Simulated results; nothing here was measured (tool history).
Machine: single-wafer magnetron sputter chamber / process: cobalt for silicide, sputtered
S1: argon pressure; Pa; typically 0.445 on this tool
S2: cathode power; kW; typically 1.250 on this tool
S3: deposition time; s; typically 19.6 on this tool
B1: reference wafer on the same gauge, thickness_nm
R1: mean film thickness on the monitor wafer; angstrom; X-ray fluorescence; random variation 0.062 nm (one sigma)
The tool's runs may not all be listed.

run 1 hour=0.0 | S1=0.445 S2=1.350 S3=19.6 | B1=15.389 | R1=136.41
run 2 hour=47.4 | S1=0.445 S2=1.400 S3=19.6 | B1=15.432 | R1=138.02
-- hour=93.1 gauge calibrated
run 3 hour=99.5 | S1=0.349 S2=1.250 S3=19.6 | B1=15.388 | R1=135.75
run 4 hour=157.6 | S1=0.349 S2=1.250 S3=19.6 | B1=15.401 | R1=134.51
run 5 hour=220.4 | S1=0.349 S2=1.250 S3=19.6 | B1=15.406 | R1=134.04
run 6 hour=265.7 | S1=0.445 S2=1.250 S3=19.6 | B1=15.374 | R1=127.14
-- hour=339.1 sputter target and shields replaced
run 7 hour=344.8 | S1=0.445 S2=1.250 S3=19.6 | B1=15.409 | R1=123.35
-- hour=415.2 magnet pack replaced
run 8 hour=436.5 | S1=0.445 S2=1.250 S3=19.6 | B1=15.404 | R1=122.73
run 9 hour=493.3 | S1=0.445 S2=1.250 S3=19.6 | B1=15.379 | R1=121.73
-- hour=556.7 sputter target and shields replaced, repeated, since the last time left the tool worse
-- hour=561.2 capacitance manometer re-zeroed and calibrated
run 10 hour=569.5 | S1=0.445 S2=1.250 S3=19.6 | B1=15.398 | R1=128.36

Run 11 comes next. What will it give?
run 11 hour=608.6 | S1=0.445 S2=1.100 S3=21.3 | B1=? | R1=?

B1: 15.430
R1: 129.83 angstrom
Had the tool carried no hidden state, the very same run would have given R1 130.73 angstrom.
